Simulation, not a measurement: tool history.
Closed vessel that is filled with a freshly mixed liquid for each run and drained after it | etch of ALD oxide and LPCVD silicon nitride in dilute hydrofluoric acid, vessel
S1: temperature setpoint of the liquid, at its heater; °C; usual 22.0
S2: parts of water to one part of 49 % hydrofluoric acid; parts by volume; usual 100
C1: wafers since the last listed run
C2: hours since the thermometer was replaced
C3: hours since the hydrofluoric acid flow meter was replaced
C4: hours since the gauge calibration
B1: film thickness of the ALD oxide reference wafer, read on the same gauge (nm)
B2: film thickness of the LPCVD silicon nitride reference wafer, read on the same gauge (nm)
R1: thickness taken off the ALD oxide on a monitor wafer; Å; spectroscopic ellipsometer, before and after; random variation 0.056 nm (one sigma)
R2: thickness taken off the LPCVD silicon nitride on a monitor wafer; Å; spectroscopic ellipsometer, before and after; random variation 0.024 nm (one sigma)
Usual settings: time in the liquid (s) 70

Run 1, hour 0.0: usual settings but S1 18.0 °C, S2 120 parts by volume; C1 0; C2 1764.1; C3 402.6; C4 1361.6; B1 69.98; B2 80.035. Result: R1 115.4 Å, R2 1.49 Å.
At hour 41.6: gauge calibrated.
Run 2, hour 71.0: usual settings but S1 18.0 °C, S2 120 parts by volume; C1 4920; C2 1835.1; C3 473.6; C4 29.4; B1 69.98; B2 80.008. Result: R1 115.3 Å, R2 1.54 Å.
Run 3, hour 122.4: usual settings but S1 23.5 °C; C1 3562; C2 1886.5; C3 525.0; C4 80.8; B1 69.97; B2 80.017. Result: R1 177.2 Å, R2 2.49 Å.
Run 4, hour 165.0: usual settings but S1 23.5 °C; C1 2952; C2 1929.1; C3 567.6; C4 123.4; B1 70.04; B2 79.999. Result: R1 177.0 Å, R2 2.55 Å.
Run 5, hour 200.5: usual settings but S1 23.5 °C; C1 2460; C2 1964.6; C3 603.1; C4 158.9; B1 70.00; B2 79.991. Result: R1 177.0 Å, R2 2.85 Å.
Run 6, hour 385.5: usual settings; C1 12822; C2 2149.6; C3 788.1; C4 343.9; B1 70.03; B2 79.999. Result: R1 165.9 Å, R2 2.27 Å.
Run 7, hour 446.7: usual settings; C1 4241; C2 2210.8; C3 849.3; C4 405.1; B1 70.00; B2 80.020. Result: R1 165.4 Å, R2 2.42 Å.
Run 8, hour 520.9: usual settings; C1 5142; C2 2285.0; C3 923.5; C4 479.3; B1 70.00; B2 79.983. Result: R1 164.3 Å, R2 2.76 Å.
At hour 522.6: thermometer replaced.
Run 9, hour 590.1: usual settings but time in the liquid (s) 100; C1 4726; C2 67.5; C3 992.7; C4 548.5; B1 69.99; B2 79.999. Result: R1 234.9 Å, R2 2.92 Å.
Run 10, hour 661.7: usual settings; C1 4962; C2 139.1; C3 1064.3; C4 620.1; B1 69.97; B2 80.016. Result: R1 163.1 Å, R2 2.39 Å.
At hour 839.6: hydrofluoric acid flow meter replaced.
Run 11, hour 866.4: usual settings but S1 24.5 °C, S2 70 parts by volume, time in the liquid (s) 95; C1 14118; C2 343.8; C3 26.8; C4 824.8; B1 69.99; B2 80.012. Result: R1 376.6 Å, R2 5.88 Å.
Run 12, hour 906.3: usual settings but S1 27.0 °C, S2 75 parts by volume, time in the liquid (s) 45; C1 2765; C2 383.7; C3 66.7; C4 864.7; B1 70.01; B2 80.021. Result: R1 182.5 Å, R2 2.49 Å.
Run 13, hour 960.7: usual settings but S2 55 parts by volume, time in the liquid (s) 40; C1 3770; C2 438.1; C3 121.1; C4 919.1; B1 69.99; B2 79.983. Result: R1 185.8 Å, R2 2.80 Å.
Run 14, hour 995.2: usual settings but S1 25.0 °C; C1 2391; C2 472.6; C3 155.6; C4 953.6; B1 70.00; B2 80.015. Result: R1 190.9 Å, R2 3.46 Å.
Run 15, hour 1105.2: usual settings but S1 20.5 °C, S2 120 parts by volume, time in the liquid (s) 105; C1 7624; C2 582.6; C3 265.6; C4 1063.6; B1 69.99; B2 80.017. Result: R1 192.8 Å, R2 2.71 Å.
At hour 1126.6: gauge calibrated.
Run 16, hour 1140.2: usual settings but S2 65 parts by volume, time in the liquid (s) 100; C1 2425; C2 617.6; C3 300.6; C4 13.6; B1 70.02; B2 79.996. Result: R1 387.2 Å, R2 5.29 Å.
Run 17, hour 1211.2: usual settings but S1 26.0 °C, time in the liquid (s) 55; C1 4920; C2 688.6; C3 371.6; C4 84.6; B1 69.96; B2 80.012. Result: R1 154.8 Å, R2 2.09 Å.
Run 18, hour 1259.1: usual settings but S1 17.5 °C, S2 120 parts by volume, time in the liquid (s) 40; C1 3319; C2 736.5; C3 419.5; C4 132.5; B1 70.03; B2 79.993. Result: R1 65.1 Å, R2 0.85 Å.
Run 19, hour 1312.7: usual settings but S1 18.5 °C, S2 80 parts by volume; C1 3714; C2 790.1; C3 473.1; C4 186.1; B1 69.96; B2 80.004. Result: R1 185.3 Å, R2 2.35 Å.
Run 20, hour 1375.9: usual settings but time in the liquid (s) 85; C1 4380; C2 853.3; C3 536.3; C4 249.3; B1 69.98; B2 80.021. Result: R1 203.5 Å, R2 3.20 Å.
Run 21, hour 1423.4: usual settings but S1 20.5 °C, S2 55 parts by volume, time in the liquid (s) 90; C1 3292; C2 900.8; C3 583.8; C4 296.8; B1 69.99; B2 79.965. Result: R1 384.6 Å, R2 5.28 Å.
Run 22, hour 1467.4: usual settings but S1 26.0 °C, time in the liquid (s) 100; C1 3049; C2 944.8; C3 627.8; C4 340.8; B1 70.04; B2 79.979. Result: R1 278.4 Å, R2 4.35 Å.
Run 23, hour 1509.5: usual settings but S2 125 parts by volume, time in the liquid (s) 55; C1 2917; C2 986.9; C3 669.9; C4 382.9; B1 70.02; B2 80.004. Result: R1 101.5 Å, R2 1.55 Å.
Run 24, hour 1570.2: usual settings but S1 18.0 °C, S2 120 parts by volume; C1 4207; C2 1047.6; C3 730.6; C4 443.6; B1 70.03; B2 80.020. Result: R1 114.4 Å, R2 1.50 Å.
Run 25, hour 1633.1: usual settings but S2 130 parts by volume; C1 4359; C2 1110.5; C3 793.5; C4 506.5; B1 69.99; B2 79.996. Result: R1 122.6 Å, R2 1.80 Å.
Run 26, hour 1667.5: usual settings; C1 2384; C2 1144.9; C3 827.9; C4 540.9; B1 70.04; B2 79.995. Result: R1 165.7 Å, R2 2.58 Å.

4 ways to go on from here, each from the tool as it stands after run 26. What would each give?
Run A, hour 1668.2: usual settings; C1 48; C2 1145.6; C3 828.6; C4 541.6; B1 ?; B2 ?. Result: R1 ?, R2 ?.
Run B, hour 1668.2: usual settings but S1 18.0 °C, S2 120 parts by volume, time in the liquid (s) 40; C1 48; C2 1145.6; C3 828.6; C4 541.6; B1 ?; B2 ?. Result: R1 ?, R2 ?.
Run C, hour 1668.2: usual settings but S1 20.5 °C; C1 48; C2 1145.6; C3 828.6; C4 541.6; B1 ?; B2 ?. Result: R1 ?, R2 ?.
Run D, hour 1668.2: usual settings but S1 19.0 °C, S2 60 parts by volume, time in the liquid (s) 45; C1 48; C2 1145.6; C3 828.6; C4 541.6; B1 ?; B2 ?. Result: R1 ?, R2 ?.

run     B1      B2     R1    R2
  A  69.99  79.998  166.3  2.63
  B  69.99  79.998   65.8  0.96
  C  69.99  79.998  156.5  2.38
  D  69.99  79.998  165.1  2.27
Without the tool's hidden state the same runs would have given:
run     R1    R2
  A  170.8  2.69
  B   67.6  0.98
  C  160.7  2.43
  D  169.3  2.32
